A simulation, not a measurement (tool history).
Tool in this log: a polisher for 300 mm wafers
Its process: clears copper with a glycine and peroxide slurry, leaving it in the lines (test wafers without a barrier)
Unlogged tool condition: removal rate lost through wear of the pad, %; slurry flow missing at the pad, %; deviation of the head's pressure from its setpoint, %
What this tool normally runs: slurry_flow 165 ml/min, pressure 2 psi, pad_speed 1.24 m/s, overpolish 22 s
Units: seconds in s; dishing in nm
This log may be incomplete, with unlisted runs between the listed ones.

| run | hour | slurry_flow | pressure | pad_speed | overpolish | wafers since the last listed run | wafers polished on this pad | hours since the slurry nozzle was cleaned | hours since the head pressure was calibrated | incoming thickness of the incoming film, nm | seconds | dishing |
|---|---|---|---|---|---|---|---|---|---|---|---|---|
| 1 | 0 | 185 | 2.5 | 1.24 | 22 | 0 | 4242 | 8.1 | 1110 | 362 | 56.6 | 54.8 |
| 2 | 56.3 | 165 | 2 | 1.24 | 22 | 517 | 4760 | 64.4 | 1166.3 | 370.2 | 69.7 | 52 |
|  | 69.3 | head pressure recalibrated |
|  | 78.9 | worn pad replaced by a new one |
| 3 | 102.2 | 165 | 2 | 1.24 | 22 | 367 | 213 | 110.3 | 32.9 | 361.4 | 67.6 | 51.5 |
| 4 | 147.6 | 165 | 2 | 1.24 | 22 | 417 | 631 | 155.7 | 78.3 | 361.1 | 67.2 | 51.3 |
| 5 | 198 | 165 | 2 | 1.24 | 22 | 463 | 1095 | 206.1 | 128.7 | 359.5 | 66.8 | 52.2 |
| 6 | 223 | 165 | 2 | 1.24 | 22 | 230 | 1325 | 231.1 | 153.7 | 370.1 | 69.6 | 51.1 |
| 7 | 249.2 | 165 | 2 | 1.24 | 22 | 241 | 1566 | 257.3 | 179.9 | 357.7 | 67.6 | 51.8 |
| 8 | 374 | 165 | 1.8 | 1.24 | 22 | 1148 | 2714 | 382.1 | 304.7 | 368.7 | 76.1 | 50.3 |
| 9 | 410.1 | 165 | 1.8 | 1.24 | 22 | 332 | 3046 | 418.2 | 340.8 | 359.8 | 72.9 | 49.7 |
| 10 | 466.8 | 165 | 1.8 | 1.24 | 22 | 521 | 3568 | 474.9 | 397.5 | 363 | 73.5 | 50 |
|  | 480 | slurry nozzle cleaned |
| 11 | 521.1 | 165 | 2 | 1.24 | 22 | 490 | 4058 | 41.1 | 451.8 | 359.3 | 67.7 | 52 |
| 12 | 592.2 | 165 | 2 | 0.98 | 15 | 654 | 4712 | 112.2 | 522.9 | 369.2 | 83.1 | 38 |
|  | 600.1 | worn pad replaced by a new one |
| 13 | 626.8 | 205 | 2 | 1.24 | 22 | 281 | 245 | 146.8 | 557.5 | 367.8 | 66.1 | 52.1 |
| 14 | 653.2 | 165 | 2.5 | 1.24 | 22 | 242 | 488 | 173.2 | 583.9 | 369.9 | 57.3 | 54.6 |
| 15 | 706.8 | 165 | 1.8 | 0.86 | 33 | 493 | 981 | 226.8 | 637.5 | 365.5 | 98.7 | 54.1 |
| 16 | 755.7 | 165 | 2 | 1.24 | 22 | 449 | 1431 | 275.7 | 686.4 | 367.7 | 68.4 | 51.6 |
| 17 | 815.5 | 165 | 2 | 1.24 | 22 | 550 | 1981 | 335.5 | 746.2 | 361.9 | 66.9 | 50.8 |
|  | 979.3 | slurry nozzle cleaned |
| 18 | 1026.7 | 165 | 2 | 0.98 | 15 | 1933 | 3915 | 47.4 | 957.4 | 364.3 | 81.4 | 38 |
| 19 | 1075.2 | 215 | 2 | 1.24 | 15 | 446 | 4361 | 95.9 | 1005.9 | 362.1 | 64.5 | 42.4 |
|  | 1098.3 | worn pad replaced by a new one |
| 20 | 1140.1 | 165 | 1.5 | 1.58 | 13 | 560 | 384 | 160.8 | 1070.8 | 363.7 | 70.3 | 37.4 |
| 21 | 1194.1 | 165 | 2 | 1.24 | 22 | 496 | 881 | 214.8 | 1124.8 | 365.2 | 68.7 | 50.9 |
| 22 | 1253 | 205 | 1.5 | 0.9 | 11 | 541 | 1423 | 273.7 | 1183.7 | 370 | 107.3 | 25.7 |
| 23 | 1303.5 | 165 | 2.4 | 1.08 | 32 | 464 | 1888 | 324.2 | 1234.2 | 364.4 | 65.5 | 60.6 |
| 24 | 1334.1 | 140 | 2.3 | 0.88 | 22 | 281 | 2169 | 354.8 | 1264.8 | 359.9 | 81.4 | 47.8 |
| 25 | 1389.9 | 120 | 2.5 | 1.24 | 14 | 513 | 2683 | 410.6 | 1320.6 | 359.9 | 60 | 43.6 |
|  | 1436.7 | head pressure recalibrated |
| 26 | 1439.1 | 125 | 2 | 1.24 | 22 | 434 | 3117 | 459.8 | 2.4 | 369.3 | 73.5 | 50.3 |
| 27 | 1463.3 | 165 | 2 | 1.24 | 22 | 222 | 3339 | 484 | 26.6 | 366.3 | 69.1 | 51.2 |
| 28 | 1505.7 | 165 | 1.8 | 1.24 | 22 | 390 | 3730 | 526.4 | 69 | 363.3 | 75 | 50 |
|  | 1594.7 | worn pad replaced by a new one |
|  | 1597.6 | slurry nozzle cleaned |
| 29 | 1620.3 | 110 | 1.7 | 1.24 | 14 | 1008 | 226 | 22.7 | 183.6 | 370.3 | 84.7 | 35 |
| 30 | 1668.6 | 165 | 2 | 1.24 | 22 | 444 | 670 | 71 | 231.9 | 372.7 | 70.3 | 51.2 |
| 31 | 1815.5 | 165 | 2.3 | 1.24 | 22 | 1351 | 2022 | 217.9 | 378.8 | 364.2 | 60.5 | 53.8 |
| 32 | 1877.2 | 165 | 2 | 1.24 | 22 | 567 | 2590 | 279.6 | 440.5 | 360.7 | 67.2 | 51.3 |
| 33 | 1941.9 | 180 | 2.7 | 1.02 | 33 | 595 | 3185 | 344.3 | 505.2 | 363.1 | 62.4 | 61.8 |

Forecast each of these 5 alternatives for the next run:
| A | 1942.3 | 165 | 2 | 1.24 | 22 | 3 | 3188 | 344.7 | 505.6 | 360.7 | ? | ? |
| B | 1942.3 | 195 | 2.6 | 1.62 | 31 | 3 | 3188 | 344.7 | 505.6 | 360.7 | ? | ? |
| C | 1942.3 | 165 | 2.5 | 1.42 | 22 | 3 | 3188 | 344.7 | 505.6 | 360.7 | ? | ? |
| D | 1942.3 | 130 | 2.7 | 1.24 | 22 | 3 | 3188 | 344.7 | 505.6 | 360.7 | ? | ? |
| E | 1942.3 | 165 | 2 | 0.9 | 22 | 3 | 3188 | 344.7 | 505.6 | 360.7 | ? | ? |

| run | seconds | dishing |
|---|---|---|
| A | 68.4 | 51.7 |
| B | 42.6 | 63.7 |
| C | 50.7 | 57.4 |
| D | 55.8 | 56.1 |
| E | 87.8 | 46.8 |
What these runs would have given with no unlogged condition in the tool:
| run | seconds | dishing |
|---|---|---|
| A | 68.4 | 51.7 |
| B | 42.6 | 63.7 |
| C | 50.7 | 57.4 |
| D | 55.8 | 56.1 |
| E | 87.8 | 46.8 |
